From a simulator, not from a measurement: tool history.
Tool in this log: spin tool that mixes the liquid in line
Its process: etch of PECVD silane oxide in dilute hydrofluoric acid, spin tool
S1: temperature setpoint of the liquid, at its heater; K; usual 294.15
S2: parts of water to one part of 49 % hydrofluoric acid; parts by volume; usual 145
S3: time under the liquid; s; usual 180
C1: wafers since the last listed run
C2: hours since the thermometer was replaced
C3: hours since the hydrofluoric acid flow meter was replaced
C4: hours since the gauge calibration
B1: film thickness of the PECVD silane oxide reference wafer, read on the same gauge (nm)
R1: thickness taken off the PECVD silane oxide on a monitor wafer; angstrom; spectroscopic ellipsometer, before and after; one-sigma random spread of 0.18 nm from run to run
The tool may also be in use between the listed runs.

Run 1, hour 0.0: usual settings; C1 0; C2 2108.1; C3 1038.2; C4 978.5; B1 89.99. Result: R1 185.8 angstrom.
Run 2, hour 220.0: usual settings; C1 1614; C2 2328.1; C3 1258.2; C4 1198.5; B1 89.98. Result: R1 187.1 angstrom.
Run 3, hour 323.2: usual settings; C1 757; C2 2431.3; C3 1361.4; C4 1301.7; B1 89.99. Result: R1 184.5 angstrom.
At hour 326.9: hydrofluoric acid flow meter replaced.
Run 4, hour 382.2: usual settings; C1 425; C2 2490.3; C3 55.3; C4 1360.7; B1 89.99. Result: R1 195.4 angstrom.
Run 5, hour 472.8: usual settings but S3 245 s; C1 664; C2 2580.9; C3 145.9; C4 1451.3; B1 90.02. Result: R1 264.6 angstrom.
Run 6, hour 565.6: usual settings; C1 681; C2 2673.7; C3 238.7; C4 1544.1; B1 90.00. Result: R1 192.9 angstrom.
Run 7, hour 609.4: usual settings; C1 321; C2 2717.5; C3 282.5; C4 1587.9; B1 90.02. Result: R1 193.0 angstrom.
At hour 659.8: thermometer replaced.
Run 8, hour 694.5: usual settings; C1 617; C2 34.7; C3 367.6; C4 1673.0; B1 90.00. Result: R1 199.0 angstrom.
Run 9, hour 788.8: usual settings but S1 296.15 K, S3 110 s; C1 692; C2 129.0; C3 461.9; C4 1767.3; B1 90.01. Result: R1 131.1 angstrom.
Run 10, hour 877.9: usual settings but S1 296.65 K, S3 215 s; C1 653; C2 218.1; C3 551.0; C4 1856.4; B1 89.97. Result: R1 263.5 angstrom.
Run 11, hour 920.6: usual settings; C1 313; C2 260.8; C3 593.7; C4 1899.1; B1 90.00. Result: R1 198.6 angstrom.
Run 12, hour 1000.0: usual settings; C1 582; C2 340.2; C3 673.1; C4 1978.5; B1 90.00. Result: R1 196.0 angstrom.
Run 13, hour 1106.6: usual settings but S2 170 parts by volume; C1 782; C2 446.8; C3 779.7; C4 2085.1; B1 90.02. Result: R1 165.1 angstrom.
Run 14, hour 1206.8: usual settings; C1 735; C2 547.0; C3 879.9; C4 2185.3; B1 90.00. Result: R1 195.4 angstrom.
Run 15, hour 1285.1: usual settings but S1 296.65 K, S2 105 parts by volume, S3 270 s; C1 574; C2 625.3; C3 958.2; C4 2263.6; B1 90.00. Result: R1 466.8 angstrom.
Run 16, hour 1328.7: usual settings but S1 290.65 K, S2 210 parts by volume, S3 75 s; C1 319; C2 668.9; C3 1001.8; C4 2307.2; B1 90.01. Result: R1 45.7 angstrom.
Run 17, hour 1415.1: usual settings but S1 298.65 K, S2 195 parts by volume, S3 245 s; C1 634; C2 755.3; C3 1088.2; C4 2393.6; B1 89.97. Result: R1 216.4 angstrom.
At hour 1669.0: gauge calibrated.
Run 18, hour 1672.9: usual settings but S1 295.65 K; C1 1892; C2 1013.1; C3 1346.0; C4 3.9; B1 90.00. Result: R1 200.0 angstrom.
Run 19, hour 1721.9: usual settings but S2 100 parts by volume; C1 359; C2 1062.1; C3 1395.0; C4 52.9; B1 90.01. Result: R1 285.5 angstrom.
Run 20, hour 1763.0: usual settings but S3 260 s; C1 301; C2 1103.2; C3 1436.1; C4 94.0; B1 90.01. Result: R1 273.4 angstrom.
At hour 1808.1: hydrofluoric acid flow meter replaced.
Run 21, hour 1808.6: usual settings; C1 327; C2 1148.8; C3 0.5; C4 139.6; B1 90.01. Result: R1 201.0 angstrom.
Run 22, hour 1893.2: usual settings but S1 298.15 K, S2 210 parts by volume, S3 245 s; C1 620; C2 1233.4; C3 85.1; C4 224.2; B1 90.01. Result: R1 202.8 angstrom.
Run 23, hour 1947.4: usual settings but S1 295.65 K, S3 120 s; C1 397; C2 1287.6; C3 139.3; C4 278.4; B1 90.01. Result: R1 139.7 angstrom.
Run 24, hour 1990.1: usual settings but S1 298.65 K, S2 110 parts by volume; C1 313; C2 1330.3; C3 182.0; C4 321.1; B1 90.02. Result: R1 329.8 angstrom.
Run 25, hour 2040.8: usual settings but S1 298.65 K, S2 175 parts by volume, S3 80 s; C1 372; C2 1381.0; C3 232.7; C4 371.8; B1 90.00. Result: R1 84.1 angstrom.
Run 26, hour 2126.8: usual settings but S1 297.65 K, S2 110 parts by volume, S3 80 s; C1 631; C2 1467.0; C3 318.7; C4 457.8; B1 89.98. Result: R1 137.5 angstrom.
Run 27, hour 2217.2: usual settings but S1 296.15 K, S2 90 parts by volume, S3 140 s; C1 663; C2 1557.4; C3 409.1; C4 548.2; B1 90.02. Result: R1 286.3 angstrom.
Run 28, hour 2256.2: usual settings but S1 295.65 K, S2 105 parts by volume; C1 286; C2 1596.4; C3 448.1; C4 587.2; B1 90.00. Result: R1 300.9 angstrom.
Run 29, hour 2357.6: usual settings but S2 175 parts by volume; C1 744; C2 1697.8; C3 549.5; C4 688.6; B1 89.98. Result: R1 154.3 angstrom.
Run 30, hour 2414.8: usual settings but S1 296.65 K, S2 125 parts by volume, S3 80 s; C1 419; C2 1755.0; C3 606.7; C4 745.8; B1 89.99. Result: R1 112.3 angstrom.
Run 31, hour 2479.0: usual settings but S2 180 parts by volume, S3 70 s; C1 471; C2 1819.2; C3 670.9; C4 810.0; B1 90.00. Result: R1 57.2 angstrom.
Run 32, hour 2541.3: usual settings but S1 291.15 K, S2 75 parts by volume, S3 250 s; C1 457; C2 1881.5; C3 733.2; C4 872.3; B1 89.97. Result: R1 489.3 angstrom.
Run 33, hour 2637.2: usual settings; C1 703; C2 1977.4; C3 829.1; C4 968.2; B1 90.02. Result: R1 188.4 angstrom.
Run 34, hour 2695.0: usual settings but S2 120 parts by volume, S3 135 s; C1 424; C2 2035.2; C3 886.9; C4 1026.0; B1 90.02. Result: R1 176.4 angstrom.

How the hidden state differs across the entries between the runs, from the last listed run before each to the first after it:
Between runs 3 and 4: hydrofluoric acid flow meter replaced (hour 326.9)
  liquid colder than its thermometer reads (K): 1.33 -> 1.36; hydrofluoric acid flow below the setpoint (%): 4.65 -> 1.12
  what was measured, less what the result would be without the hidden state, R1: -21.0 -> -13.5 angstrom
Between runs 7 and 8: thermometer replaced (hour 659.8)
  liquid colder than its thermometer reads (K): 1.47 -> 0.135; hydrofluoric acid flow below the setpoint (%): 1.88 -> 2.17
  what was measured, less what the result would be without the hidden state, R1: -16.1 -> -6.1 angstrom
Between runs 17 and 18: gauge calibrated (hour 1669.0)
  liquid colder than its thermometer reads (K): 0.483 -> 0.608; hydrofluoric acid flow below the setpoint (%): 4.59 -> 5.45
  what was measured, less what the result would be without the hidden state, R1: -16.8 -> -18.6 angstrom
Between runs 20 and 21: hydrofluoric acid flow meter replaced (hour 1808.1)
  liquid colder than its thermometer reads (K): 0.651 -> 0.674; hydrofluoric acid flow below the setpoint (%): 5.76 -> 0.384
  what was measured, less what the result would be without the hidden state, R1: -27.0 -> -6.4 angstrom
